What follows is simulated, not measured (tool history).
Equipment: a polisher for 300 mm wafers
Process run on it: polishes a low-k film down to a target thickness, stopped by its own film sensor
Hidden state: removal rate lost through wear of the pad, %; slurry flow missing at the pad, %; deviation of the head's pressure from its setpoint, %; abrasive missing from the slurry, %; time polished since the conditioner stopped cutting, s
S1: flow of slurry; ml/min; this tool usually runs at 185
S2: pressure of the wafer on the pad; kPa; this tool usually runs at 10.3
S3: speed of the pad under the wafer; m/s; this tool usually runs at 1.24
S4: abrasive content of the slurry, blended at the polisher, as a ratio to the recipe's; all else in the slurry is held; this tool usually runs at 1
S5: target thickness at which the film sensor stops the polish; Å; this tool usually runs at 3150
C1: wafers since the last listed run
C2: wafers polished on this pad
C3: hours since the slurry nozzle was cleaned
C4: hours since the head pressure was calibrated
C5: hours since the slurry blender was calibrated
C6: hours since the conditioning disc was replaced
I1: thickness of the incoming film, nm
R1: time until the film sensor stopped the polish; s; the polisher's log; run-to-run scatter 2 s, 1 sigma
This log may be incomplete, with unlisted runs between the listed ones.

{"run": 1, "day": 0.0, "S1": 185, "S2": 10.3, "S3": 1.24, "S4": 1, "S5": 3150, "C1": 0, "C2": 461, "C3": 206.3, "C4": 1184.4, "C5": 26.9, "C6": 92.8, "I1": 344.6, "R1": 113.2}
{"run": 2, "day": 0.767, "S1": 185, "S2": 8.3, "S3": 1.24, "S4": 1, "S5": 3150, "C1": 119, "C2": 580, "C3": 224.7, "C4": 1202.8, "C5": 45.3, "C6": 111.2, "I1": 356.1, "R1": 189.5}
{"run": 3, "day": 2.217, "S1": 185, "S2": 8.3, "S3": 1.24, "S4": 1, "S5": 3150, "C1": 225, "C2": 806, "C3": 259.5, "C4": 1237.6, "C5": 80.1, "C6": 146, "I1": 348.7, "R1": 155.1}
{"run": 4, "day": 3.092, "S1": 185, "S2": 10.3, "S3": 0.92, "S4": 1, "S5": 3150, "C1": 136, "C2": 943, "C3": 280.5, "C4": 1258.6, "C5": 101.1, "C6": 167, "I1": 347.6, "R1": 156.3}
{"run": 5, "day": 3.804, "S1": 200, "S2": 10.3, "S3": 1.54, "S4": 1, "S5": 3150, "C1": 110, "C2": 1054, "C3": 297.6, "C4": 1275.7, "C5": 118.2, "C6": 184.1, "I1": 347.7, "R1": 107.7}
{"run": 6, "day": 4.9, "S1": 145, "S2": 10.3, "S3": 0.88, "S4": 0.9, "S5": 3150, "C1": 170, "C2": 1224, "C3": 323.9, "C4": 1302, "C5": 144.5, "C6": 210.4, "I1": 352.1, "R1": 203.6}
{"day": 5.638, "done": "head pressure recalibrated"}
{"day": 5.742, "done": "worn pad replaced by a new one"}
{"run": 7, "day": 8.012, "S1": 135, "S2": 9.7, "S3": 1.24, "S4": 1, "S5": 3270, "C1": 455, "C2": 353, "C3": 398.6, "C4": 57, "C5": 219.2, "C6": 285.1, "I1": 350.9, "R1": 103.6}
{"run": 8, "day": 8.817, "S1": 235, "S2": 7.6, "S3": 1.38, "S4": 1, "S5": 3250, "C1": 125, "C2": 478, "C3": 417.9, "C4": 76.3, "C5": 238.5, "C6": 304.4, "I1": 348.9, "R1": 109.3}
{"run": 9, "day": 9.846, "S1": 165, "S2": 11.7, "S3": 0.9, "S4": 1, "S5": 3230, "C1": 160, "C2": 639, "C3": 442.6, "C4": 101, "C5": 263.2, "C6": 329.1, "I1": 351.5, "R1": 136.5}
{"run": 10, "day": 10.925, "S1": 185, "S2": 10.3, "S3": 1.24, "S4": 1, "S5": 3150, "C1": 168, "C2": 807, "C3": 468.5, "C4": 126.9, "C5": 289.1, "C6": 355, "I1": 351.6, "R1": 144.2}
{"run": 11, "day": 12.012, "S1": 185, "S2": 7.6, "S3": 1.6, "S4": 1, "S5": 3150, "C1": 169, "C2": 976, "C3": 494.6, "C4": 153, "C5": 315.2, "C6": 381.1, "I1": 350.8, "R1": 159.5}
{"run": 12, "day": 12.817, "S1": 185, "S2": 12.4, "S3": 1.5, "S4": 1.1, "S5": 3150, "C1": 125, "C2": 1102, "C3": 513.9, "C4": 172.3, "C5": 334.5, "C6": 400.4, "I1": 351.7, "R1": 103.9}
{"run": 13, "day": 13.871, "S1": 125, "S2": 9, "S3": 1.24, "S4": 1.15, "S5": 3070, "C1": 164, "C2": 1266, "C3": 539.2, "C4": 197.6, "C5": 359.8, "C6": 425.7, "I1": 353.4, "R1": 217.2}
{"run": 14, "day": 15.088, "S1": 185, "S2": 7.6, "S3": 1.24, "S4": 1, "S5": 3270, "C1": 189, "C2": 1455, "C3": 568.4, "C4": 226.8, "C5": 389, "C6": 454.9, "I1": 349.3, "R1": 126.3}
{"day": 16.433, "done": "slurry blender recalibrated"}
{"run": 15, "day": 16.454, "S1": 185, "S2": 13.1, "S3": 1.24, "S4": 1, "S5": 3060, "C1": 199, "C2": 1655, "C3": 601.2, "C4": 259.6, "C5": 0.5, "C6": 487.7, "I1": 351.9, "R1": 143}
{"day": 16.612, "done": "conditioning disc replaced and pad reconditioned"}
{"day": 17.083, "done": "worn pad replaced by a new one"}
{"run": 16, "day": 17.771, "S1": 160, "S2": 7.6, "S3": 1.24, "S4": 1.1, "S5": 3230, "C1": 166, "C2": 106, "C3": 632.8, "C4": 291.2, "C5": 32.1, "C6": 27.8, "I1": 351.5, "R1": 139.9}
{"run": 17, "day": 18.35, "S1": 210, "S2": 12.4, "S3": 1.24, "S4": 1, "S5": 3110, "C1": 90, "C2": 197, "C3": 646.7, "C4": 305.1, "C5": 46, "C6": 41.7, "I1": 348, "R1": 115.1}
{"day": 19.312, "done": "slurry nozzle cleaned"}
{"run": 18, "day": 19.371, "S1": 185, "S2": 10.3, "S3": 1.24, "S4": 1, "S5": 3150, "C1": 152, "C2": 349, "C3": 1.4, "C4": 329.6, "C5": 70.5, "C6": 66.2, "I1": 346.4, "R1": 120.5}
{"run": 19, "day": 20.517, "S1": 130, "S2": 13.1, "S3": 1.24, "S4": 1, "S5": 3150, "C1": 178, "C2": 528, "C3": 28.9, "C4": 357.1, "C5": 98, "C6": 93.7, "I1": 342, "R1": 90}
{"run": 20, "day": 21.254, "S1": 185, "S2": 10.3, "S3": 1.24, "S4": 1, "S5": 3150, "C1": 114, "C2": 642, "C3": 46.6, "C4": 374.8, "C5": 115.7, "C6": 111.4, "I1": 347.1, "R1": 121.1}
{"run": 21, "day": 22.629, "S1": 145, "S2": 10.3, "S3": 0.92, "S4": 1.1, "S5": 3260, "C1": 214, "C2": 857, "C3": 79.6, "C4": 407.8, "C5": 148.7, "C6": 144.4, "I1": 342.7, "R1": 80.9}
{"run": 22, "day": 23.633, "S1": 140, "S2": 9, "S3": 1.24, "S4": 1, "S5": 3150, "C1": 156, "C2": 1013, "C3": 103.7, "C4": 431.9, "C5": 172.8, "C6": 168.5, "I1": 353.7, "R1": 173.9}
{"run": 23, "day": 24.458, "S1": 185, "S2": 11, "S3": 1.24, "S4": 1, "S5": 3150, "C1": 128, "C2": 1142, "C3": 123.5, "C4": 451.7, "C5": 192.6, "C6": 188.3, "I1": 351.4, "R1": 133.3}

The next listed run, before its measurement:
{"day": 26.746, "done": "worn pad replaced by a new one"}
{"run": 24, "day": 28.804, "S1": 135, "S2": 11.7, "S3": 1.06, "S4": 1, "S5": 3150, "C1": 651, "C2": 320, "C3": 227.8, "C4": 556, "C5": 296.9, "C6": 292.6, "I1": 355.9, "R1": "?"}

R1: 174.2 s
If the tool had no hidden condition, the same run with the same run-to-run variation would have returned R1 163 s.
